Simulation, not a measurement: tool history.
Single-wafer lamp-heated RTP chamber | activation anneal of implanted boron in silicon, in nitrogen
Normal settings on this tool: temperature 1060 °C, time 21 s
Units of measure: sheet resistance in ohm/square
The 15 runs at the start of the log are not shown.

run	hour	temperature	time	read-back reference wafer on the same gauge, sheet resistance	sheet resistance
16	385.3	1060	21	146.04	128.51
17	398.3	1078	11	145.96	128.93
18	410.6	1072	29	146.04	127.49
19	426.6	1060	21	145.94	128.46
20	532.5	1060	21	146.00	128.81
21	565.9	1060	30	146.02	127.67
22	601.5	1086	21	145.96	128.06
23	631.0	1060	21	145.92	128.50
# hour 663.4: reflector plate cleaned
24	665.3	1051	27	145.96	128.61
25	680.6	1088	10	145.99	129.15
26	694.3	1052	10	146.12	130.60
# hour 730.5: pyrometer window cleaned and pyrometer calibrated
27	731.0	1060	21	146.05	128.65
28	767.1	1060	21	146.01	128.40
29	794.8	1060	13	146.04	129.66
30	824.3	1052	25	146.03	128.76
31	839.8	1088	31	146.08	126.99
32	867.4	1078	11	146.08	129.31
33	881.0	1060	14	145.99	129.73
34	914.9	1044	31	146.09	128.34
35	943.9	1034	31	145.92	129.87
36	971.9	1060	21	145.95	128.85
37	991.1	1048	21	146.00	129.19
38	1013.3	1046	10	146.03	131.40

What if the next run were any one of these 3? Each begins from the tool's condition after run 38:
A	1013.7	1060	21	?	?
B	1013.7	1090	33	?	?
C	1013.7	1075	21	?	?

run	read-back reference wafer on the same gauge, sheet resistance	sheet resistance
A	146.01	128.13
B	146.01	126.28
C	146.01	127.68
Without the tool's unlogged condition, the same runs would have read:
run	sheet resistance
A	128.13
B	126.28
C	127.68

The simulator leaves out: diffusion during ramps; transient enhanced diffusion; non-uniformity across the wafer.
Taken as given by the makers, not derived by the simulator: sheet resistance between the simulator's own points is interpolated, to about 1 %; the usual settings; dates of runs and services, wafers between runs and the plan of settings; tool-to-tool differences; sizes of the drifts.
